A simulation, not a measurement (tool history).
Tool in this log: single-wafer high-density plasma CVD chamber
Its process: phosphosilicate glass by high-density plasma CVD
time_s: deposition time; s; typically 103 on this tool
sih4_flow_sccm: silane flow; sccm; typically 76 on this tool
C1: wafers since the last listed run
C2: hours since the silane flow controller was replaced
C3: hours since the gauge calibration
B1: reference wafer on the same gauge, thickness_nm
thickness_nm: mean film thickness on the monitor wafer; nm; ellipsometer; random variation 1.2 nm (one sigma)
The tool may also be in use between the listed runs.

{"run": 1, "day": 0.0, "time_s": 103, "sih4_flow_sccm": 76, "C1": 0, "C2": 3283.0, "C3": 156.5, "B1": 845.179, "thickness_nm": 762.608}
{"run": 2, "day": 1.383, "time_s": 103, "sih4_flow_sccm": 76, "C1": 596, "C2": 3316.2, "C3": 189.7, "B1": 844.991, "thickness_nm": 760.268}
{"run": 3, "day": 2.767, "time_s": 103, "sih4_flow_sccm": 76, "C1": 596, "C2": 3349.4, "C3": 222.9, "B1": 845.16, "thickness_nm": 758.522}
{"run": 4, "day": 3.917, "time_s": 119, "sih4_flow_sccm": 76, "C1": 496, "C2": 3377.0, "C3": 250.5, "B1": 845.107, "thickness_nm": 878.206}
{"run": 5, "day": 4.717, "time_s": 119, "sih4_flow_sccm": 76, "C1": 345, "C2": 3396.2, "C3": 269.7, "B1": 844.806, "thickness_nm": 877.233}
{"run": 6, "day": 5.346, "time_s": 103, "sih4_flow_sccm": 76, "C1": 271, "C2": 3411.3, "C3": 284.8, "B1": 844.66, "thickness_nm": 759.178}
{"run": 7, "day": 6.708, "time_s": 103, "sih4_flow_sccm": 76, "C1": 587, "C2": 3444.0, "C3": 317.5, "B1": 845.124, "thickness_nm": 756.838}
{"run": 8, "day": 8.083, "time_s": 114, "sih4_flow_sccm": 83, "C1": 593, "C2": 3477.0, "C3": 350.5, "B1": 844.515, "thickness_nm": 915.525}
{"day": 8.496, "done": "gauge calibrated"}
{"run": 9, "day": 9.112, "time_s": 93, "sih4_flow_sccm": 82, "C1": 443, "C2": 3501.7, "C3": 14.8, "B1": 845.061, "thickness_nm": 737.419}
{"day": 10.479, "done": "silane flow controller replaced"}
{"run": 10, "day": 10.504, "time_s": 103, "sih4_flow_sccm": 62, "C1": 456, "C2": 0.6, "C3": 48.2, "B1": 844.829, "thickness_nm": 651.769}
{"run": 11, "day": 11.729, "time_s": 89, "sih4_flow_sccm": 85, "C1": 528, "C2": 30.0, "C3": 77.6, "B1": 845.545, "thickness_nm": 771.331}
{"run": 12, "day": 12.621, "time_s": 113, "sih4_flow_sccm": 90, "C1": 384, "C2": 51.4, "C3": 99.0, "B1": 845.395, "thickness_nm": 1037.393}
{"run": 13, "day": 13.804, "time_s": 103, "sih4_flow_sccm": 76, "C1": 510, "C2": 79.8, "C3": 127.4, "B1": 844.528, "thickness_nm": 797.358}
{"run": 14, "day": 15.079, "time_s": 103, "sih4_flow_sccm": 76, "C1": 550, "C2": 110.4, "C3": 158.0, "B1": 845.58, "thickness_nm": 797.302}
{"run": 15, "day": 15.879, "time_s": 103, "sih4_flow_sccm": 61, "C1": 345, "C2": 129.6, "C3": 177.2, "B1": 845.325, "thickness_nm": 641.695}

Predict each of these 4 candidate next runs independently; none follows another, all start after run 15:
{"run": "A", "day": 15.896, "time_s": 95, "sih4_flow_sccm": 76, "C1": 7, "C2": 130.0, "C3": 177.6, "B1": "?", "thickness_nm": "?"}
{"run": "B", "day": 15.896, "time_s": 103, "sih4_flow_sccm": 84, "C1": 7, "C2": 130.0, "C3": 177.6, "B1": "?", "thickness_nm": "?"}
{"run": "C", "day": 15.896, "time_s": 114, "sih4_flow_sccm": 63, "C1": 7, "C2": 130.0, "C3": 177.6, "B1": "?", "thickness_nm": "?"}
{"run": "D", "day": 15.896, "time_s": 110, "sih4_flow_sccm": 86, "C1": 7, "C2": 130.0, "C3": 177.6, "B1": "?", "thickness_nm": "?"}

run=A B1=844.947 thickness_nm=736.784
run=B B1=844.947 thickness_nm=882.917
run=C B1=844.947 thickness_nm=732.907
run=D B1=844.947 thickness_nm=965.371
Without the tool's unlogged condition, the same runs would have read:
run=A thickness_nm=731.567
run=B thickness_nm=876.664
run=C thickness_nm=727.716
run=D thickness_nm=958.535
